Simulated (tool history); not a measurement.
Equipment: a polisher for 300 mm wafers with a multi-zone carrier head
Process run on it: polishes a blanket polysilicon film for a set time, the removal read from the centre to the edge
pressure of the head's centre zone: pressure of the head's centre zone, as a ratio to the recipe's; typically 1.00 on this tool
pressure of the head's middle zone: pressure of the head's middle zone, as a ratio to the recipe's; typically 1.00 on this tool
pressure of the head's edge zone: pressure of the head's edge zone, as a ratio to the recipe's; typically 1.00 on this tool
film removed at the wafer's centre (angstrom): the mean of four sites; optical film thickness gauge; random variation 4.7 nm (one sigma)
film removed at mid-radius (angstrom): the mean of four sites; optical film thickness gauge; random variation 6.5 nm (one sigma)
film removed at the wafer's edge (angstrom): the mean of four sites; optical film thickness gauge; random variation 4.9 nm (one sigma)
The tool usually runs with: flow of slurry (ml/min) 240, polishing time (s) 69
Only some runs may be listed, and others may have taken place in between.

run   hour  flow of slurry (ml/min)  pressure of the head's centre zone  pressure of the head's middle zone  pressure of the head's edge zone  polishing time (s)  wafers since the last listed run  wafers polished on this pad  hours since the slurry nozzle was cleaned  hours since the centre zone pressure was calibrated  hours since the edge zone pressure was calibrated  hours since the carrier head's membrane was replaced  incoming thickness of the incoming film, nm  film removed at the wafer's centre (angstrom)  film removed at mid-radius (angstrom)  film removed at the wafer's edge (angstrom)
  1    0.0                      240                                1.00                                1.00                              1.00                  69                                 0                          782                                      519.3                                                925.3                                             1309.1                                                 535.6                                       2234.1                                           4599                                   4321                                         4741
       4.2  -- worn pad replaced by a new one
  2    7.3                      240                                1.00                                1.00                              1.00                  69                                35                           33                                      526.6                                                932.6                                             1316.4                                                 542.9                                       2288.7                                           4583                                   4403                                         4737
  3   15.0                      240                                1.00                                1.00                              1.00                  69                                83                          117                                      534.3                                                940.3                                             1324.1                                                 550.6                                       2216.4                                           4605                                   4401                                         4738
  4   21.1                      240                                1.00                                1.00                              1.00                  69                                66                          183                                      540.4                                                946.4                                             1330.2                                                 556.7                                       2241.4                                           4588                                   4281                                         4702
  5   36.6                      240                                1.00                                1.00                              1.00                  69                               168                          351                                      555.9                                                961.9                                             1345.7                                                 572.2                                       2242.2                                           4632                                   4273                                         4670
  6   45.5                      240                                1.00                                1.00                              1.00                  69                                96                          447                                      564.8                                                970.8                                             1354.6                                                 581.1                                       2270.2                                           4473                                   4249                                         4631
  7   64.2                      240                                1.00                                1.00                              1.00                  69                               202                          650                                      583.5                                                989.5                                             1373.3                                                 599.8                                       2219.2                                           4557                                   4191                                         4698
      68.5  -- slurry nozzle cleaned
      70.5  -- worn pad replaced by a new one
  8   75.5                      240                                1.00                                1.00                              1.00                  69                                89                           54                                        7.0                                               1000.8                                             1384.6                                                 611.1                                       2220.3                                           5142                                   4817                                         4986
      85.5  -- edge zone pressure recalibrated
  9   88.4                      240                                1.00                                1.00                              1.00                  69                               118                          172                                       19.9                                               1013.7                                                2.9                                                 624.0                                       2243.8                                           5087                                   4705                                         5070
 10   99.5                      175                                1.00                                1.00                              0.95                  69                               120                          292                                       31.0                                               1024.8                                               14.0                                                 635.1                                       2216.3                                           4674                                   4531                                         4790
     108.0  -- carrier head's membrane replaced by a new one
 11  108.5                      240                                1.00                                1.00                              0.94                  69                                43                          335                                       40.0                                               1033.8                                               23.0                                                   0.5                                       2269.6                                           5119                                   4801                                         4858
 12  116.4                      240                                1.00                                1.00                              1.00                  69                                85                          421                                       47.9                                               1041.7                                               30.9                                                   8.4                                       2216.4                                           5065                                   4724                                         5047
 13  126.9                      240                                1.09                                1.00                              1.00                  48                               113                          535                                       58.4                                               1052.2                                               41.4                                                  18.9                                       2234.0                                           3853                                   3302                                         3435
     137.6  -- worn pad replaced by a new one
 14  138.1                      205                                0.89                                0.95                              1.00                  77                                78                            5                                       69.6                                               1063.4                                               52.6                                                  30.1                                       2230.3                                           5005                                   5001                                         5597
     142.5  -- centre zone pressure recalibrated
 15  148.3                      240                                1.00                                1.00                              1.00                  69                                88                           94                                       79.8                                                  5.8                                               62.8                                                  40.3                                       2260.7                                           5057                                   4702                                         4961
 16  156.2                      175                                0.88                                0.93                              0.90                  69                                85                          180                                       87.7                                                 13.7                                               70.7                                                  48.2                                       2264.3                                           4264                                   4182                                         4613
 17  168.1                      305                                1.00                                1.00                              0.96                  69                               129                          309                                       99.6                                                 25.6                                               82.6                                                  60.1                                       2254.8                                           5222                                   4833                                         4981
 18  177.5                      300                                0.93                                1.00                              0.93                  69                               101                          411                                      109.0                                                 35.0                                               92.0                                                  69.5                                       2255.7                                           4950                                   4754                                         4969
 19  192.3                      270                                1.00                                1.10                              1.00                  69                               160                          571                                      123.8                                                 49.8                                              106.8                                                  84.3                                       2231.4                                           5125                                   5185                                         4994

Forecast each of these 5 alternatives for the next run:
  A  192.8                      240                                1.00                                1.00                              1.00                  69                                 5                          577                                      124.3                                                 50.3                                              107.3                                                  84.8                                       2234.9                                              ?                                      ?                                            ?
  B  192.8                      240                                0.95                                1.07                              1.00                  54                                 5                          577                                      124.3                                                 50.3                                              107.3                                                  84.8                                       2234.9                                              ?                                      ?                                            ?
  C  192.8                      295                                0.88                                1.09                              1.06                  69                                 5                          577                                      124.3                                                 50.3                                              107.3                                                  84.8                                       2234.9                                              ?                                      ?                                            ?
  D  192.8                      275                                0.89                                0.95                              1.04                  69                                 5                          577                                      124.3                                                 50.3                                              107.3                                                  84.8                                       2234.9                                              ?                                      ?                                            ?
  E  192.8                      195                                1.00                                1.00                              1.00                  69                                 5                          577                                      124.3                                                 50.3                                              107.3                                                  84.8                                       2234.9                                              ?                                      ?                                            ?

run  film removed at the wafer's centre (angstrom)  film removed at mid-radius (angstrom)  film removed at the wafer's edge (angstrom)
  A                                           5073                                   4727                                         4948
  B                                           3810                                   3901                                         3869
  C                                           4722                                   5200                                         5172
  D                                           4715                                   4634                                         5106
  E                                           4875                                   4563                                         4821
Take away the tool's hidden state, keep each run's random variation, and the runs would have read:
run  film removed at the wafer's centre (angstrom)  film removed at mid-radius (angstrom)  film removed at the wafer's edge (angstrom)
  A                                           5174                                   4811                                         5013
  B                                           3885                                   3970                                         3920
  C                                           4797                                   5274                                         5228
  D                                           4795                                   4705                                         5164
  E                                           4997                                   4664                                         4899
